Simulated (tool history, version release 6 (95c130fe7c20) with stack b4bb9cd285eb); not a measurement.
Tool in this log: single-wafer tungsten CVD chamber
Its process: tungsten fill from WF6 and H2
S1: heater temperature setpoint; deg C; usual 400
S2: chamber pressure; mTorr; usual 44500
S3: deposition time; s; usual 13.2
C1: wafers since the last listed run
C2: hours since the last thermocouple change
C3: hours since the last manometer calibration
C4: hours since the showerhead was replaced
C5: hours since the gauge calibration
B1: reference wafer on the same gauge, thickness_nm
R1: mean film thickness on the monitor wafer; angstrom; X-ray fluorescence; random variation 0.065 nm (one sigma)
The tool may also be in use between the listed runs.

run,hour,S1,S2,S3,C1,C2,C3,C4,C5,B1,R1
1,0.0,400,44500,13.2,0,2685.3,2280.8,4554.7,52.7,48.415,378.59
2,16.6,400,44500,13.2,469,2701.9,2297.4,4571.3,69.3,48.406,378.11
3,29.6,400,44500,13.2,367,2714.9,2310.4,4584.3,82.3,48.394,377.62
4,47.0,400,44500,13.2,491,2732.3,2327.8,4601.7,99.7,48.387,377.36
5,64.7,400,44500,13.2,500,2750.0,2345.5,4619.4,117.4,48.394,376.39
# hour 76.6: capacitance manometer re-zeroed and calibrated
6,77.1,400,44500,13.2,124,2762.4,0.5,4631.8,129.8,48.394,377.30
7,80.8,400,44500,13.2,104,2766.1,4.2,4635.5,133.5,48.399,375.37
8,93.1,400,44500,13.2,347,2778.4,16.5,4647.8,145.8,48.413,376.83
9,102.4,400,44500,13.2,262,2787.7,25.8,4657.1,155.1,48.383,376.14
10,118.4,400,44500,13.2,452,2803.7,41.8,4673.1,171.1,48.399,376.34
# hour 125.3: gauge calibrated
# hour 129.1: showerhead replaced
# hour 154.9: thermocouple changed; heater temperature recalibrated
11,157.2,407,54200,13.2,644,2.3,80.6,28.1,31.9,48.423,533.28
12,164.2,414,44500,11.6,197,9.3,87.6,35.1,38.9,48.406,490.77
13,173.6,413,55200,12.5,265,18.7,97.0,44.5,48.3,48.401,570.79
14,193.6,400,49600,11.8,565,38.7,117.0,64.5,68.3,48.398,396.80
15,206.8,400,44500,13.2,373,51.9,130.2,77.7,81.5,48.402,422.49
16,214.4,400,44500,10.8,214,59.5,137.8,85.3,89.1,48.392,344.81

Forecast each of these 5 alternatives for the next run:
A,214.8,400,35700,13.2,11,59.9,138.2,85.7,89.5,?,?
B,214.8,405,48900,14.7,11,59.9,138.2,85.7,89.5,?,?
C,214.8,408,44500,15.7,11,59.9,138.2,85.7,89.5,?,?
D,214.8,394,44500,13.2,11,59.9,138.2,85.7,89.5,?,?
E,214.8,400,44500,14.7,11,59.9,138.2,85.7,89.5,?,?

run,B1,R1
A,48.405,380.94
B,48.405,543.44
C,48.405,590.63
D,48.405,370.88
E,48.405,469.94
Without the tool's unlogged condition, the same runs would have read:
run,R1
A,391.77
B,558.07
C,606.37
D,381.64
E,483.30
